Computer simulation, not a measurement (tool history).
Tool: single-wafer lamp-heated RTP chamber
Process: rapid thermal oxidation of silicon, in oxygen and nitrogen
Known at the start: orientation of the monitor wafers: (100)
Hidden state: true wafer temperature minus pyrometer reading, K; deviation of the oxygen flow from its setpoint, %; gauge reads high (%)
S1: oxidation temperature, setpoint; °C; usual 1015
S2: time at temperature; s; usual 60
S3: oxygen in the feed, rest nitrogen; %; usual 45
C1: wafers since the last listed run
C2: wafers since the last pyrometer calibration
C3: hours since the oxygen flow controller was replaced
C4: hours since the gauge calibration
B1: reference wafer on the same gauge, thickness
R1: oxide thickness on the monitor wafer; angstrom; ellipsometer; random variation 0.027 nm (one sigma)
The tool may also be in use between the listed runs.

| run | hour | S1 | S2 | S3 | C1 | C2 | C3 | C4 | B1 | R1 |
|---|---|---|---|---|---|---|---|---|---|---|
| 1 | 0.0 | 1015 | 83 | 45 | 0 | 69 | 3109.8 | 447.7 | 5.368 | 62.97 |
| 2 | 31.1 | 1015 | 83 | 45 | 312 | 382 | 3140.9 | 478.8 | 5.368 | 63.70 |
| 3 | 60.0 | 1015 | 60 | 66 | 290 | 673 | 3169.8 | 507.7 | 5.371 | 63.55 |
| 4 | 110.6 | 1015 | 60 | 66 | 509 | 1182 | 3220.4 | 558.3 | 5.374 | 63.77 |
| 5 | 146.5 | 1015 | 60 | 66 | 361 | 1543 | 3256.3 | 594.2 | 5.374 | 63.70 |
| 6 | 216.1 | 1015 | 81 | 45 | 700 | 2243 | 3325.9 | 663.8 | 5.372 | 64.30 |
|  | 242.8 | pyrometer window cleaned and pyrometer calibrated |
| 7 | 264.2 | 1015 | 81 | 45 | 403 | 214 | 3374.0 | 711.9 | 5.366 | 66.40 |
|  | 276.5 | gauge calibrated |
|  | 314.0 | oxygen flow controller replaced |
| 8 | 314.5 | 1015 | 60 | 45 | 425 | 640 | 0.5 | 38.0 | 5.367 | 58.80 |
| 9 | 352.0 | 985 | 37 | 61 | 377 | 1017 | 38.0 | 75.5 | 5.366 | 43.31 |
|  | 378.7 | pyrometer window cleaned and pyrometer calibrated, repeated, since the last time left the tool worse |
| 10 | 396.4 | 1015 | 60 | 67 | 366 | 177 | 82.4 | 119.9 | 5.370 | 63.00 |
| 11 | 446.1 | 1015 | 60 | 45 | 500 | 677 | 132.1 | 169.6 | 5.373 | 55.29 |
| 12 | 490.4 | 1015 | 60 | 59 | 445 | 1123 | 176.4 | 213.9 | 5.372 | 61.16 |
| 13 | 533.6 | 1015 | 77 | 31 | 434 | 1558 | 219.6 | 257.1 | 5.371 | 54.93 |
| 14 | 590.3 | 1002 | 68 | 45 | 570 | 2128 | 276.3 | 313.8 | 5.375 | 54.43 |
| 15 | 637.2 | 1015 | 60 | 45 | 471 | 2600 | 323.2 | 360.7 | 5.372 | 56.73 |
|  | 661.5 | pyrometer window cleaned and pyrometer calibrated |
| 16 | 666.9 | 1015 | 60 | 45 | 218 | 54 | 352.9 | 390.4 | 5.368 | 55.27 |

3 ways to go on from here, each from the tool as it stands after run 16. What would each give?
| A | 667.4 | 1015 | 46 | 45 | 5 | 59 | 353.4 | 390.9 | ? | ? |
| B | 667.4 | 988 | 60 | 45 | 5 | 59 | 353.4 | 390.9 | ? | ? |
| C | 667.4 | 999 | 76 | 29 | 5 | 59 | 353.4 | 390.9 | ? | ? |

| run | B1 | R1 |
|---|---|---|
| A | 5.371 | 49.70 |
| B | 5.371 | 46.23 |
| C | 5.371 | 47.71 |
Without the tool's hidden state the same runs would have given:
| run | R1 |
|---|---|
| A | 49.55 |
| B | 46.09 |
| C | 47.58 |
